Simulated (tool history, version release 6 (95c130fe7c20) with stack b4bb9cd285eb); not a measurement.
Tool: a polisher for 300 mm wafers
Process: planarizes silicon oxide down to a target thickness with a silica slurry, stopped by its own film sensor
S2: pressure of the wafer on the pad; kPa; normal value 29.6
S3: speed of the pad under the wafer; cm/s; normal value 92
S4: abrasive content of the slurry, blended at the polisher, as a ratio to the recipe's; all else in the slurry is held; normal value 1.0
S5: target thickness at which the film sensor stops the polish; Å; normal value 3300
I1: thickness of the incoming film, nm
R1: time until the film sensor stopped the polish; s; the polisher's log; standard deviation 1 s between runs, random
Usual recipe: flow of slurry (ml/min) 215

Run 1, day 0.000: usual settings; I1 645.5. Result: R1 118.2 s.
At day 0.867: conditioning disc replaced and pad reconditioned.
Run 2, day 1.142: usual settings but S3 116 cm/s, S5 3000 Å; I1 634.0. Result: R1 109.7 s.
At day 3.154: worn pad replaced by a new one.
Run 3, day 4.858: usual settings; I1 643.8. Result: R1 116.8 s.
At day 5.379: slurry blender recalibrated.
Run 4, day 5.696: usual settings; I1 642.6. Result: R1 114.6 s.
Run 5, day 6.246: usual settings; I1 637.5. Result: R1 111.7 s.
Run 6, day 7.196: usual settings; I1 633.1. Result: R1 112.1 s.
Run 7, day 8.304: usual settings; I1 651.2. Result: R1 118.8 s.
At day 8.654: worn pad replaced by a new one.
Run 8, day 9.617: usual settings; I1 650.4. Result: R1 115.8 s.
At day 9.896: conditioning disc replaced and pad reconditioned.
Run 9, day 10.842: usual settings but S5 4100 Å; I1 634.2. Result: R1 81.2 s.
Run 10, day 11.567: usual settings but S5 4100 Å; I1 634.1. Result: R1 81.8 s.
At day 11.712: slurry blender recalibrated.
Run 11, day 12.342: usual settings; I1 635.3. Result: R1 111.7 s.
Run 12, day 13.683: usual settings but flow of slurry (ml/min) 160, S2 20.0 kPa, S5 2810 Å; I1 650.3. Result: R1 206.0 s.
Run 13, day 14.938: usual settings but S2 38.6 kPa, S3 68 cm/s; I1 632.9. Result: R1 98.2 s.
At day 15.708: worn pad replaced by a new one.
Run 14, day 16.275: usual settings but S3 114 cm/s, S4 1.1; I1 632.4. Result: R1 88.4 s.
Run 15, day 17.650: usual settings but flow of slurry (ml/min) 280, S2 35.2 kPa, S3 62 cm/s, S5 4280 Å; I1 634.0. Result: R1 75.0 s.
At day 18.121: slurry blender recalibrated.
Run 16, day 18.725: usual settings; I1 631.1. Result: R1 104.1 s.
At day 19.308: conditioning disc replaced and pad reconditioned.
At day 19.733: slurry nozzle cleaned.
Run 17, day 20.038: usual settings but S3 106 cm/s, S5 3830 Å; I1 646.0. Result: R1 84.5 s.
Run 18, day 20.633: usual settings; I1 643.0. Result: R1 108.2 s.
Run 19, day 21.283: usual settings but S3 70 cm/s, S4 0.7; I1 633.1. Result: R1 143.5 s.
At day 21.550: head pressure recalibrated.
Run 20, day 22.017: usual settings; I1 646.0. Result: R1 124.1 s.
At day 22.212: worn pad replaced by a new one.
At day 24.204: slurry blender recalibrated.
Run 21, day 25.262: usual settings but S5 2410 Å; I1 629.3. Result: R1 154.8 s.
Run 22, day 26.367: usual settings but flow of slurry (ml/min) 180, S5 3770 Å; I1 644.2. Result: R1 109.2 s.
Run 23, day 27.504: usual settings; I1 649.5. Result: R1 126.2 s.
At day 27.808: conditioning disc replaced and pad reconditioned.
Run 24, day 28.171: usual settings but flow of slurry (ml/min) 190; I1 639.2. Result: R1 123.0 s.
At day 28.425: worn pad replaced by a new one.
Run 25, day 28.758: usual settings but S4 0.9; I1 635.6. Result: R1 125.2 s.

Predict each of these 4 candidate next runs independently; none follows another, all start after run 25:
Run A, day 28.779: usual settings; I1 643.8. Result: R1 ?.
Run B, day 28.779: usual settings but flow of slurry (ml/min) 260, S4 1.3; I1 643.8. Result: R1 ?.
Run C, day 28.779: usual settings but S2 37.2 kPa, S3 64 cm/s; I1 643.8. Result: R1 ?.
Run D, day 28.779: usual settings but S5 3690 Å; I1 643.8. Result: R1 ?.

run     R1
  A  125.3
  B  110.4
  C  123.1
  D  109.7
With no hidden state in the tool, these same runs would have given:
run     R1
  A  125.2
  B  110.3
  C  123.0
  D  109.6
